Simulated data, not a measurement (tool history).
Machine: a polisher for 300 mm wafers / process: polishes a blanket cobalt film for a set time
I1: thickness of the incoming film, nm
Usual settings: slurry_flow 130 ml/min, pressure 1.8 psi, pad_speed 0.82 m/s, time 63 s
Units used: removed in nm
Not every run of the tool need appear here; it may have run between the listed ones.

Run 1, hour 0: usual settings but pad_speed 0.62 m/s; I1 1327.7. Result: removed 179.3 nm.
Run 2, hour 16.4: usual settings but pad_speed 0.62 m/s; I1 1350. Result: removed 175.9 nm.
Run 3, hour 22.5: usual settings but pad_speed 0.62 m/s; I1 1320.6. Result: removed 174.4 nm.
Run 4, hour 35.4: usual settings but time 47 s; I1 1315.7. Result: removed 176.8 nm.
Run 5, hour 48.6: usual settings but time 47 s; I1 1339.3. Result: removed 173.8 nm.
Run 6, hour 56.9: usual settings but time 47 s; I1 1318.2. Result: removed 176.7 nm.
Run 7, hour 64.1: usual settings; I1 1338.7. Result: removed 240.6 nm.
Run 8, hour 80.9: usual settings; I1 1339.5. Result: removed 236.7 nm.
At hour 85.9: slurry nozzle cleaned.
At hour 91.6: worn pad replaced by a new one.
Run 9, hour 92.1: usual settings; I1 1318.1. Result: removed 235.9 nm.
At hour 95.9: head pressure recalibrated.
Run 10, hour 101.4: usual settings but pressure 2 psi; I1 1352.4. Result: removed 261.2 nm.
Run 11, hour 115: usual settings but pressure 2 psi; I1 1328.3. Result: removed 260.1 nm.
Run 12, hour 122: usual settings; I1 1330.6. Result: removed 236.4 nm.
Run 13, hour 128.9: usual settings; I1 1328.6. Result: removed 231.9 nm.
Run 14, hour 143.5: usual settings; I1 1341.9. Result: removed 236.1 nm.
Run 15, hour 152.7: usual settings; I1 1314.3. Result: removed 238.3 nm.
Run 16, hour 159.7: usual settings but slurry_flow 100 ml/min, time 76 s; I1 1336.8. Result: removed 269 nm.
Run 17, hour 165.8: usual settings but pad_speed 0.6 m/s; I1 1302.3. Result: removed 173.8 nm.
Run 18, hour 181.2: usual settings but pressure 2 psi; I1 1358.7. Result: removed 267.5 nm.
Run 19, hour 191: usual settings but pad_speed 0.68 m/s, time 48 s; I1 1318.5. Result: removed 149.7 nm.
Run 20, hour 204.1: usual settings but slurry_flow 105 ml/min, pad_speed 0.9 m/s, time 47 s; I1 1333.4. Result: removed 181.3 nm.
Run 21, hour 218.3: usual settings; I1 1340.9. Result: removed 236.4 nm.
Run 22, hour 231.9: usual settings but slurry_flow 85 ml/min, time 80 s; I1 1324.6. Result: removed 260.1 nm.
Run 23, hour 243.6: usual settings but slurry_flow 100 ml/min, pad_speed 0.9 m/s, time 55 s; I1 1331.4. Result: removed 210.6 nm.
Run 24, hour 256.5: usual settings but slurry_flow 170 ml/min, pad_speed 1 m/s; I1 1340.5. Result: removed 304.3 nm.
At hour 260.9: worn pad replaced by a new one.
Run 25, hour 269.4: usual settings but slurry_flow 165 ml/min, pad_speed 0.9 m/s, time 82 s; I1 1325.7. Result: removed 349.3 nm.

5 options for the next run, each taken on its own from the tool as it stands now. Forecast them:
Run A, hour 269.8: usual settings; I1 1352.4. Result: removed ?.
Run B, hour 269.8: usual settings but slurry_flow 115 ml/min, pressure 2.4 psi, time 45 s; I1 1352.4. Result: removed ?.
Run C, hour 269.8: usual settings but slurry_flow 105 ml/min, pressure 2 psi; I1 1352.4. Result: removed ?.
Run D, hour 269.8: usual settings but time 45 s; I1 1352.4. Result: removed ?.
Run E, hour 269.8: usual settings but pressure 2.3 psi; I1 1352.4. Result: removed ?.

run  removed
  A    234.5
  B    217.1
  C    247.4
  D    167.5
  E    299.7
Without the tool's unlogged condition, the same runs would have read:
run  removed
  A    234.5
  B    217.1
  C    247.4
  D    167.5
  E    299.7

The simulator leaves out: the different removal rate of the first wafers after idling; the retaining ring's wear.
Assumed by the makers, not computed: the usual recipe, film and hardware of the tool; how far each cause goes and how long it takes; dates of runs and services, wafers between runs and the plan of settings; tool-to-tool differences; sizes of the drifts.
